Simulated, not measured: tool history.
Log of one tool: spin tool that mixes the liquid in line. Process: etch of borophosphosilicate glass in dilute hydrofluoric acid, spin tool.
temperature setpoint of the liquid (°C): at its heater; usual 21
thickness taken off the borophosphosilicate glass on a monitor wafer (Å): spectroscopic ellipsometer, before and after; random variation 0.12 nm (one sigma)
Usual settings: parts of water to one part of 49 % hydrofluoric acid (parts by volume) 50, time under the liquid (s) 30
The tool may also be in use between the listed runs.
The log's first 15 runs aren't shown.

| run | day | temperature setpoint of the liquid (°C) | parts of water to one part of 49 % hydrofluoric acid (parts by volume) | time under the liquid (s) | read-back film thickness of the borophosphosilicate glass reference wafer, read on the same gauge (nm) | thickness taken off the borophosphosilicate glass on a monitor wafer (Å) |
|---|---|---|---|---|---|---|
| 16 | 49.829 | 21 | 50 | 30 | 100 | 295.1 |
|  | 53.162 | hydrofluoric acid flow meter replaced |
| 17 | 53.596 | 21 | 50 | 30 | 99.99 | 285.1 |
| 18 | 58.004 | 25.5 | 50 | 30 | 99.99 | 341.9 |
| 19 | 60.221 | 23 | 65 | 25 | 99.99 | 194.6 |
| 20 | 62.446 | 17.5 | 70 | 35 | 99.99 | 200.9 |
|  | 65.875 | thermometer replaced |
| 21 | 66.038 | 21 | 50 | 30 | 100.01 | 284.3 |
| 22 | 68.254 | 23 | 25 | 30 | 100 | 639.8 |
| 23 | 72.183 | 18 | 65 | 25 | 99.99 | 159 |
| 24 | 75.962 | 23.5 | 40 | 30 | 100 | 406.5 |
| 25 | 79.112 | 18 | 50 | 15 | 100 | 126.7 |
| 26 | 81.829 | 21 | 50 | 30 | 99.99 | 286.2 |
| 27 | 86.283 | 17 | 50 | 15 | 100.02 | 121.1 |
| 28 | 87.908 | 17 | 65 | 15 | 99.99 | 92 |
|  | 90.358 | gauge calibrated |
| 29 | 91.108 | 19 | 30 | 45 | 100 | 677.1 |
| 30 | 94.317 | 21 | 50 | 30 | 99.99 | 289.9 |
| 31 | 105.196 | 21 | 50 | 35 | 100.01 | 335.8 |

5 ways to go on from here, each from the tool as it stands after run 31. What would each give?
| A | 105.212 | 21 | 50 | 30 | ? | ? |
| B | 105.212 | 21 | 30 | 30 | ? | ? |
| C | 105.212 | 24 | 50 | 20 | ? | ? |
| D | 105.212 | 21 | 65 | 20 | ? | ? |
| E | 105.212 | 18.5 | 50 | 15 | ? | ? |

| run | read-back film thickness of the borophosphosilicate glass reference wafer, read on the same gauge (nm) | thickness taken off the borophosphosilicate glass on a monitor wafer (Å) |
|---|---|---|
| A | 99.98 | 289.8 |
| B | 99.98 | 494.8 |
| C | 99.98 | 218.9 |
| D | 99.98 | 146 |
| E | 99.98 | 130.3 |
Without the tool's hidden state the same runs would have given:
| run | thickness taken off the borophosphosilicate glass on a monitor wafer (Å) |
|---|---|
| A | 282 |
| B | 481.8 |
| C | 213 |
| D | 142 |
| E | 126.8 |
